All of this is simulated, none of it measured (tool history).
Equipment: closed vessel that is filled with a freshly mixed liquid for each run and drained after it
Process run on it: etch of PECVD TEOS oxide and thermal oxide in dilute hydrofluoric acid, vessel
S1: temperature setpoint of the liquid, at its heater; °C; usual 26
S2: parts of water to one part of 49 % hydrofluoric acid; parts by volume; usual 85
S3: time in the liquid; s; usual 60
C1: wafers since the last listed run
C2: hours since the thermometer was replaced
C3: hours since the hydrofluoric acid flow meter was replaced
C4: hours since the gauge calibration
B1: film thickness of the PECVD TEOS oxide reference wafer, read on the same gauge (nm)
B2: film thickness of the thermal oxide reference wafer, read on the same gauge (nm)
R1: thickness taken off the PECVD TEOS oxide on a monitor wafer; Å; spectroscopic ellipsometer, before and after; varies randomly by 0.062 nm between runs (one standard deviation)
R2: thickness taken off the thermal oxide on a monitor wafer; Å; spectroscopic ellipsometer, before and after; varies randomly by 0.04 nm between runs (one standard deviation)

Run 1, hour 0: usual settings; C1 0; C2 209.1; C3 1645.1; C4 844.8; B1 60.02; B2 90.001. Result: R1 133.2 Å, R2 36.69 Å.
Run 2, hour 41.5: usual settings; C1 4256; C2 250.6; C3 1686.6; C4 886.3; B1 59.98; B2 89.995. Result: R1 133.7 Å, R2 37.7 Å.
Run 3, hour 108: usual settings; C1 6821; C2 317.1; C3 1753.1; C4 952.8; B1 60.01; B2 90.019. Result: R1 133.5 Å, R2 37.29 Å.
Run 4, hour 150.9: usual settings but S2 70 parts by volume; C1 4400; C2 360; C3 1796; C4 995.7; B1 59.98; B2 89.99. Result: R1 162.7 Å, R2 46.03 Å.
Run 5, hour 201.5: usual settings but S2 70 parts by volume; C1 5190; C2 410.6; C3 1846.6; C4 1046.3; B1 60; B2 90.021. Result: R1 164.7 Å, R2 46.46 Å.
Run 6, hour 260.5: usual settings but S2 95 parts by volume; C1 6052; C2 469.6; C3 1905.6; C4 1105.3; B1 60.02; B2 90.024. Result: R1 115.9 Å, R2 33.3 Å.
At hour 264: thermometer replaced.
Run 7, hour 316.4: usual settings but S2 95 parts by volume; C1 5631; C2 52.4; C3 1961.5; C4 1161.2; B1 60.03; B2 90.01. Result: R1 116.2 Å, R2 32.59 Å.
Run 8, hour 391.7: usual settings but S2 95 parts by volume; C1 7724; C2 127.7; C3 2036.8; C4 1236.5; B1 60.04; B2 90.033. Result: R1 115.4 Å, R2 32.93 Å.
At hour 418.3: gauge calibrated.
Run 9, hour 436.9: usual settings but S1 29.5 °C, S3 75 s; C1 4636; C2 172.9; C3 2082; C4 18.6; B1 60.01; B2 90.02. Result: R1 188.8 Å, R2 53.07 Å.
At hour 473.6: hydrofluoric acid flow meter replaced.
Run 10, hour 647.6: usual settings; C1 21510; C2 383.6; C3 174; C4 229.3; B1 60.07; B2 90.036. Result: R1 141.7 Å, R2 39.21 Å.
Run 11, hour 691.5: usual settings; C1 4503; C2 427.5; C3 217.9; C4 273.2; B1 59.98; B2 89.972. Result: R1 142.1 Å, R2 39.59 Å.
At hour 718.9: thermometer replaced.
Run 12, hour 719.4: usual settings; C1 2759; C2 0.5; C3 245.8; C4 301.1; B1 59.98; B2 90.021. Result: R1 141.9 Å, R2 39.85 Å.
Run 13, hour 745.1: usual settings; C1 2636; C2 26.2; C3 271.5; C4 326.8; B1 59.95; B2 89.996. Result: R1 140.7 Å, R2 40.02 Å.
Run 14, hour 805.8: usual settings but S1 24 °C, S2 75 parts by volume, S3 95 s; C1 6226; C2 86.9; C3 332.2; C4 387.5; B1 60.06; B2 89.985. Result: R1 236.7 Å, R2 65.84 Å.
Run 15, hour 870.4: usual settings but S1 28.5 °C, S2 50 parts by volume; C1 6626; C2 151.5; C3 396.8; C4 452.1; B1 60.03; B2 89.942. Result: R1 277.6 Å, R2 77.68 Å.
Run 16, hour 918.5: usual settings; C1 4934; C2 199.6; C3 444.9; C4 500.2; B1 59.97; B2 89.972. Result: R1 141 Å, R2 39.65 Å.
Run 17, hour 945.6: usual settings; C1 2779; C2 226.7; C3 472; C4 527.3; B1 60.02; B2 90.007. Result: R1 141.2 Å, R2 38.89 Å.
Run 18, hour 979.1: usual settings but S1 22 °C, S2 50 parts by volume, S3 40 s; C1 3436; C2 260.2; C3 505.5; C4 560.8; B1 59.99; B2 90.004. Result: R1 140.1 Å, R2 39.85 Å.
Run 19, hour 1010.2: usual settings but S1 21.5 °C, S2 70 parts by volume, S3 80 s; C1 3190; C2 291.3; C3 536.6; C4 591.9; B1 60.03; B2 90.004. Result: R1 192.3 Å, R2 54.2 Å.
Run 20, hour 1053.5: usual settings but S1 24 °C, S2 125 parts by volume, S3 90 s; C1 4441; C2 334.6; C3 579.9; C4 635.2; B1 60.03; B2 89.985. Result: R1 125.8 Å, R2 34.96 Å.
Run 21, hour 1122.2: usual settings; C1 7047; C2 403.3; C3 648.6; C4 703.9; B1 59.99; B2 89.939. Result: R1 140.3 Å, R2 39.06 Å.
Run 22, hour 1146.8: usual settings but S1 22 °C, S2 120 parts by volume; C1 2523; C2 427.9; C3 673.2; C4 728.5; B1 60; B2 90.011. Result: R1 80.4 Å, R2 22.37 Å.
Run 23, hour 1177.2: usual settings but S1 31 °C, S2 120 parts by volume, S3 75 s; C1 3118; C2 458.3; C3 703.6; C4 758.9; B1 60; B2 89.982. Result: R1 141.8 Å, R2 39.71 Å.
Run 24, hour 1212.6: usual settings; C1 3631; C2 493.7; C3 739; C4 794.3; B1 60.01; B2 90.044. Result: R1 138.9 Å, R2 38.65 Å.
Run 25, hour 1274.1: usual settings but S1 23 °C; C1 6308; C2 555.2; C3 800.5; C4 855.8; B1 59.97; B2 90.02. Result: R1 122.4 Å, R2 34.29 Å.
At hour 1301.9: thermometer replaced.
Run 26, hour 1321.6: usual settings but S3 50 s; C1 4769; C2 19.7; C3 848; C4 903.3; B1 59.97; B2 89.972. Result: R1 116.4 Å, R2 33.07 Å.

Describe how what the log doesn't record of the tool's condition differs between the last listed run preceding each entry between runs and the first listed run following it.
In the gap between runs 6 and 7: thermometer replaced (hour 264)
  hydrofluoric acid flow below the setpoint (%): 7.25 -> 7.44
  difference, measured minus the result without the unlogged condition, R1: -10.2 -> -10.6 Å; R2: -2.95 -> -2.97 Å
In the gap between runs 8 and 9: gauge calibrated (hour 418.3)
  hydrofluoric acid flow below the setpoint (%): 7.7 -> 7.85
  difference, measured minus the result without the unlogged condition, R1: -10.9 -> -18.2 Å; R2: -3.12 -> -5.11 Å
In the gap between runs 9 and 10: hydrofluoric acid flow meter replaced (hour 473.6)
  hydrofluoric acid flow below the setpoint (%): 7.85 -> 0.926
  difference, measured minus the result without the unlogged condition, R1: -18.2 -> -1.4 Å; R2: -5.11 -> -0.4 Å
In the gap between runs 11 and 12: thermometer replaced (hour 718.9)
  hydrofluoric acid flow below the setpoint (%): 1.07 -> 1.17
  difference, measured minus the result without the unlogged condition, R1: -1.8 -> -1.9 Å; R2: -0.47 -> -0.53 Å
In the gap between runs 25 and 26: thermometer replaced (hour 1301.9)
  hydrofluoric acid flow below the setpoint (%): 3.05 -> 3.21
  difference, measured minus the result without the unlogged condition, R1: -4.3 -> -4.3 Å; R2: -1.19 -> -1.22 Å
